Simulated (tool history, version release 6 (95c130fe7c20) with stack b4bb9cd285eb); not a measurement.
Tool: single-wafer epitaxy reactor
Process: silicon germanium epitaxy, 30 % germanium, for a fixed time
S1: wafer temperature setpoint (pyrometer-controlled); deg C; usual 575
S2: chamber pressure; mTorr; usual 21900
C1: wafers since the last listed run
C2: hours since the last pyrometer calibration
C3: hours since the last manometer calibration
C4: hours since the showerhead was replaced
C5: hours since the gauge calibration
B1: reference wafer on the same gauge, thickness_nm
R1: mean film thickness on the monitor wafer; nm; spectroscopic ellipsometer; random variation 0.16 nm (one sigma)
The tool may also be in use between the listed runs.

run	hour	S1	S2	C1	C2	C3	C4	C5	B1	R1
1	0.0	575	21900	0	2364.5	1002.4	4288.4	416.6	46.933	41.307
2	83.4	575	25800	1435	2447.9	1085.8	4371.8	500.0	47.120	44.548
3	98.7	575	25800	263	2463.2	1101.1	4387.1	515.3	47.093	44.833
4	114.1	583	18200	265	2478.6	1116.5	4402.5	530.7	47.121	45.297
5	140.1	575	25400	447	2504.6	1142.5	4428.5	556.7	47.173	44.050
# hour 151.9: gauge calibrated
6	172.3	575	21900	554	2536.8	1174.7	4460.7	20.4	46.013	40.584
# hour 190.9: pyrometer calibrated
7	194.5	564	21900	244	3.6	1196.9	4482.9	42.6	46.135	31.760
8	215.2	564	21900	356	24.3	1217.6	4503.6	63.3	46.153	31.685
9	236.0	575	20100	358	45.1	1238.4	4524.4	84.1	46.186	38.844
10	253.4	575	21900	299	62.5	1255.8	4541.8	101.5	46.208	40.832
11	285.0	575	21900	544	94.1	1287.4	4573.4	133.1	46.275	40.634
# hour 299.7: showerhead replaced
12	300.2	562	21900	123	109.3	1302.6	0.5	148.3	46.324	30.209
13	324.0	569	21900	409	133.1	1326.4	24.3	172.1	46.311	35.736
# hour 334.5: capacitance manometer re-zeroed and calibrated
14	347.9	566	24700	273	157.0	13.4	48.2	196.0	46.419	35.132
15	382.0	569	16700	587	191.1	47.5	82.3	230.1	46.452	31.661
16	394.5	575	21900	215	203.6	60.0	94.8	242.6	46.442	40.885
17	429.2	579	21900	597	238.3	94.7	129.5	277.3	46.521	45.025
18	460.3	569	16700	535	269.4	125.8	160.6	308.4	46.553	31.603
19	480.1	575	21900	340	289.2	145.6	180.4	328.2	46.650	40.831
20	492.7	575	17900	216	301.8	158.2	193.0	340.8	46.637	37.290

Forecast each of these 3 alternatives for the next run:
A	493.1	589	21900	6	302.2	158.6	193.4	341.2	?	?
B	493.1	580	18700	6	302.2	158.6	193.4	341.2	?	?
C	493.1	575	24600	6	302.2	158.6	193.4	341.2	?	?

run	B1	R1
A	46.667	55.927
B	46.667	42.843
C	46.667	43.526
Without the tool's hidden state the same runs would have given:
run	R1
A	55.262
B	42.334
C	43.009

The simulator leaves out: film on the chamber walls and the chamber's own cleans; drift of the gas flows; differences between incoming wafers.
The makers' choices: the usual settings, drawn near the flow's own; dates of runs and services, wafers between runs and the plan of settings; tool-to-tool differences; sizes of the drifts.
